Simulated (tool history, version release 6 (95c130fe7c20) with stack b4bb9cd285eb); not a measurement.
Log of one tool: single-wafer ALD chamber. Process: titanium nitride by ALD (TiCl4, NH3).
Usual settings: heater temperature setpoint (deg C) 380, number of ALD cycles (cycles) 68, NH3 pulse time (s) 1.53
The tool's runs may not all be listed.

run    hour  heater temperature setpoint (deg C)  number of ALD cycles (cycles)  NH3 pulse time (s)  wafers since the last listed run  hours since the last thermocouple change  hours since the showerhead was replaced  hours since the gauge calibration  read-back reference wafer on the same gauge, thickness_nm  mean film thickness on the monitor wafer (nm)
  1       0                                  380                             68                1.94                                 0                                     197.8                                   3318.7                              630.7                                                      1.588                                          1.363
  2    75.6                                  380                             77                1.53                               353                                     273.4                                   3394.3                              706.3                                                       1.59                                           1.51
  3   126.9                                  380                             77                1.53                               239                                     324.7                                   3445.6                              757.6                                                      1.593                                          1.511
  4     178                                  380                             68                1.53                               238                                     375.8                                   3496.7                              808.7                                                      1.589                                          1.322
  5   252.7                                  392                             68                1.53                               348                                     450.5                                   3571.4                              883.4                                                      1.592                                           1.34
  6     324                                  384                             68                1.53                               333                                     521.8                                   3642.7                              954.7                                                      1.589                                          1.334
  7   367.9                                  390                             68                1.53                               205                                     565.7                                   3686.6                              998.6                                                      1.587                                          1.342
  8   437.5                                  390                             68                1.53                               325                                     635.3                                   3756.2                             1068.2                                                      1.584                                          1.351
  9   483.3                                  388                             68                1.53                               213                                     681.1                                     3802                               1114                                                      1.584                                          1.341
 10     548                                  388                             68                1.53                               302                                     745.8                                   3866.7                             1178.7                                                      1.586                                          1.338
 11   619.8                                  380                             68                1.53                               335                                     817.6                                   3938.5                             1250.5                                                      1.584                                           1.32
 12   711.3                                  380                             68                1.53                               427                                     909.1                                     4030                               1342                                                      1.583                                          1.332
 13   807.5                                  380                             76                1.53                               449                                    1005.3                                   4126.2                             1438.2                                                      1.579                                          1.472
 14   862.9                                  380                             76                1.53                               258                                    1060.7                                   4181.6                             1493.6                                                      1.577                                           1.48
      886.4  -- thermocouple changed; heater temperature recalibrated
 15   940.4                                  380                             76                1.53                               324                                        54                                   4259.1                             1571.1                                                      1.579                                          1.483
 16   990.6                                  380                             68                1.11                               234                                     104.2                                   4309.3                             1621.3                                                       1.58                                          1.263
 17  1084.8                                  380                             68                1.53                               439                                     198.4                                   4403.5                             1715.5                                                      1.576                                          1.313
 18  1164.6                                  380                             75                1.78                               372                                     278.2                                   4483.3                             1795.3                                                      1.577                                          1.474
 19  1204.4                                  391                             68                1.53                               185                                       318                                   4523.1                             1835.1                                                      1.571                                           1.34
 20  1278.6                                  380                             68                1.53                               346                                     392.2                                   4597.3                             1909.3                                                      1.573                                          1.317
 21    1323                                  391                             75                1.71                               207                                     436.6                                   4641.7                             1953.7                                                      1.567                                          1.481
 22    1428                                  386                             61                1.53                               490                                     541.6                                   4746.7                             2058.7                                                      1.569                                          1.183
 23  1525.3                                  385                             81                 1.2                               454                                     638.9                                     4844                               2156                                                      1.568                                          1.519
 24  1610.3                                  380                             68                1.02                               397                                     723.9                                     4929                               2241                                                      1.562                                          1.218
 25  1701.5                                  385                             81                 1.2                               425                                     815.1                                   5020.2                             2332.2                                                      1.565                                          1.513
       1735  -- gauge calibrated
     1923.4  -- thermocouple changed; heater temperature recalibrated
 26    1985                                  366                             77                1.33                              1286                                      61.6                                   5303.7                                250                                                      1.588                                          1.432
     2021.9  -- showerhead replaced
 27  2022.4                                  380                             76                 2.1                               137                                        99                                      0.5                              287.4                                                      1.588                                          1.532
 28  2087.4                                  390                             68                1.53                               303                                       164                                     65.5                              352.4                                                      1.586                                          1.349
 29  2153.4                                  395                             75                2.06                               308                                       230                                    131.5                              418.4                                                      1.588                                          1.527
 30    2212                                  388                             57                1.16                               273                                     288.6                                    190.1                                477                                                      1.587                                          1.088
 31  2298.7                                  380                             68                0.99                               404                                     375.3                                    276.8                              563.7                                                      1.588                                          1.233
 32  2397.2                                  388                             79                1.23                               460                                     473.8                                    375.3                              662.2                                                       1.59                                          1.527
 33  2484.5                                  385                             81                 1.2                               407                                     561.1                                    462.6                              749.5                                                      1.586                                          1.537
 34  2589.5                                  375                             68                1.32                               490                                     666.1                                    567.6                              854.5                                                      1.587                                          1.283
 35  2688.4                                  380                             68                1.53                               461                                       765                                    666.5                              953.4                                                      1.583                                          1.321
 36  2781.9                                  380                             68                 1.2                               436                                     858.5                                      760                             1046.9                                                      1.584                                          1.274
     2792.5  -- thermocouple changed; heater temperature recalibrated
 37  2853.7                                  380                             75                1.53                               297                                      61.2                                    831.8                             1118.7                                                      1.581                                          1.458
 38  2936.6                                  366                             68                1.82                               387                                     144.1                                    914.7                             1201.6                                                      1.579                                          1.318

Forecast each of these 5 alternatives for the next run:
  A  2937.1                                  380                             68                1.53                                 2                                     144.6                                    915.2                             1202.1                                                          ?                                              ?
  B  2937.1                                  380                             73                1.86                                 2                                     144.6                                    915.2                             1202.1                                                          ?                                              ?
  C  2937.1                                  380                             74                1.76                                 2                                     144.6                                    915.2                             1202.1                                                          ?                                              ?
  D  2937.1                                  380                             80                1.53                                 2                                     144.6                                    915.2                             1202.1                                                          ?                                              ?
  E  2937.1                                  380                             60                1.72                                 2                                     144.6                                    915.2                             1202.1                                                          ?                                              ?

run  read-back reference wafer on the same gauge, thickness_nm  mean film thickness on the monitor wafer (nm)
  A                                                      1.583                                           1.32
  B                                                      1.583                                          1.445
  C                                                      1.583                                          1.457
  D                                                      1.583                                          1.553
  E                                                      1.583                                          1.179
Without the tool's hidden state the same runs would have given:
run  mean film thickness on the monitor wafer (nm)
  A                                          1.327
  B                                          1.452
  C                                          1.465
  D                                          1.561
  E                                          1.185
